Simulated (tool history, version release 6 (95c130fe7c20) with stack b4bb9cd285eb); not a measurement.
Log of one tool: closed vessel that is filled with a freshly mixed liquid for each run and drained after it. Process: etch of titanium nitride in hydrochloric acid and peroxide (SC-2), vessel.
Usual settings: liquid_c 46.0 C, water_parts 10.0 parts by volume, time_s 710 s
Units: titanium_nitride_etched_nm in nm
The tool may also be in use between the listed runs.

run,hour,liquid_c,water_parts,time_s,"read-back film thickness of the titanium nitride reference wafer, read on the same gauge (nm)",titanium_nitride_etched_nm
1,0.0,48.5,10.0,710,140.01,15.14
2,103.7,48.5,10.0,710,140.02,15.26
3,132.5,46.0,10.0,710,139.98,12.46
4,173.8,46.0,10.0,710,140.00,12.42
5,235.0,46.0,10.0,710,139.98,12.32
6,273.6,44.0,12.5,710,139.99,8.84
7,302.8,44.0,12.5,710,140.00,8.92
8,358.3,46.0,10.0,710,140.01,12.40
9,389.4,46.0,10.0,710,139.96,12.36
10,429.1,46.0,10.0,710,139.97,12.14
11,487.1,46.0,10.0,710,140.03,12.01
12,524.6,46.0,10.0,710,139.99,11.88
13,579.4,46.0,10.0,710,140.01,12.09
# hour 610.8: new drum of peroxide connected
14,648.5,46.0,10.0,710,139.98,13.12
15,693.3,43.5,7.5,290,140.00,5.67
16,728.3,46.0,10.0,710,140.04,12.78
17,791.7,55.5,7.0,370,139.98,16.94
# hour 817.4: thermometer replaced
18,832.9,53.5,6.0,1065,140.01,47.54
19,874.1,49.0,12.5,930,140.00,16.77
# hour 945.3: gauge calibrated
20,1032.3,46.0,12.5,575,139.98,8.35
21,1061.1,46.0,10.0,710,140.01,12.49
22,1093.5,46.0,8.5,1100,140.00,22.08
# hour 1140.3: chemicals flow meter replaced
23,1143.5,54.5,6.0,870,140.05,43.56
24,1210.5,41.0,7.0,1070,140.04,19.39
25,1244.3,56.0,10.0,910,139.97,34.20
26,1316.0,43.0,14.0,710,139.98,8.10
27,1363.1,46.0,8.5,1110,139.98,23.61
28,1413.0,46.0,10.0,710,139.99,13.20
29,1468.5,40.0,10.0,710,139.99,8.63

Forecast each of these 4 alternatives for the next run:
A,1469.3,46.0,10.0,710,?,?
B,1469.3,50.5,13.5,845,?,?
C,1469.3,46.0,12.0,960,?,?
D,1469.3,43.5,6.5,840,?,?

run,"read-back film thickness of the titanium nitride reference wafer, read on the same gauge (nm)",titanium_nitride_etched_nm
A,140.01,13.13
B,140.01,16.34
C,140.01,15.19
D,140.01,18.53
Without the tool's hidden state the same runs would have given:
run,titanium_nitride_etched_nm
A,14.29
B,17.84
C,16.57
D,20.10
